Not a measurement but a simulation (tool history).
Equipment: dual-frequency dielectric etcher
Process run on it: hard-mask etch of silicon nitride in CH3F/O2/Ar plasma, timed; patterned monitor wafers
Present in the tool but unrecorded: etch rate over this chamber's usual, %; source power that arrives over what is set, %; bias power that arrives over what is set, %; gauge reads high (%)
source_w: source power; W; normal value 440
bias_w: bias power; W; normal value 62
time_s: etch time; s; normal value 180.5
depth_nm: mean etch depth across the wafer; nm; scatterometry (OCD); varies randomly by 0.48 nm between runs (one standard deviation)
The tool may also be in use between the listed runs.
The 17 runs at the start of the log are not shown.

run,hour,source_w,bias_w,time_s,wafers since the last listed run,hours since the last wet clean,hours since the last source power generator calibration,hours since the last bias power generator calibration,hours since the last upper electrode change,hours since the gauge calibration,"read-back reference wafer on the same gauge, depth_nm",depth_nm
18,237.6,440,62,180.5,177,59.1,42.7,145.8,89.6,275,163.9,136.8
19,246.8,440,62,180.5,94,68.3,51.9,155,98.8,284.2,163.9,136.2
20,255.8,540,49,180.5,92,77.3,60.9,164,107.8,293.2,163.9,141.7
21,272.8,480,62,180.5,174,94.3,77.9,181,124.8,310.2,163.9,142.5
22,282.2,440,73,223.5,96,103.7,87.3,190.4,134.2,319.6,164,178.9
# hour 285.6: gauge calibrated
23,311.1,440,74,180.5,296,132.6,116.2,219.3,163.1,25.5,163.9,144.3
24,326.6,350,62,180.5,159,148.1,131.7,234.8,178.6,41,164.2,119.5
25,336.5,440,62,180.5,101,158,141.6,244.7,188.5,50.9,163.9,136.8
26,351.4,440,74,216.5,152,172.9,156.5,259.6,203.4,65.8,164,173.6
27,369.3,350,53,180.5,183,190.8,174.4,277.5,221.3,83.7,164,113.8
28,377.8,360,75,208.5,87,199.3,182.9,286,229.8,92.2,164.1,149.4
29,386,440,72,180.5,84,207.5,191.1,294.2,238,100.4,163.9,142.9
30,402.3,440,67,213,167,223.8,207.4,310.5,254.3,116.7,163.9,165.6
31,413.6,440,74,180.5,116,235.1,218.7,321.8,265.6,128,164.1,144

3 ways to go on from here, each from the tool as it stands after run 31. What would each give?
A,414.1,440,62,219.5,5,235.6,219.2,322.3,266.1,128.5,?,?
B,414.1,410,74,126.5,5,235.6,219.2,322.3,266.1,128.5,?,?
C,414.1,440,76,180.5,5,235.6,219.2,322.3,266.1,128.5,?,?

run,"read-back reference wafer on the same gauge, depth_nm",depth_nm
A,164,165.9
B,164,97.6
C,164,146
Without the tool's unlogged condition, the same runs would have read:
run,depth_nm
A,167
B,98.3
C,147

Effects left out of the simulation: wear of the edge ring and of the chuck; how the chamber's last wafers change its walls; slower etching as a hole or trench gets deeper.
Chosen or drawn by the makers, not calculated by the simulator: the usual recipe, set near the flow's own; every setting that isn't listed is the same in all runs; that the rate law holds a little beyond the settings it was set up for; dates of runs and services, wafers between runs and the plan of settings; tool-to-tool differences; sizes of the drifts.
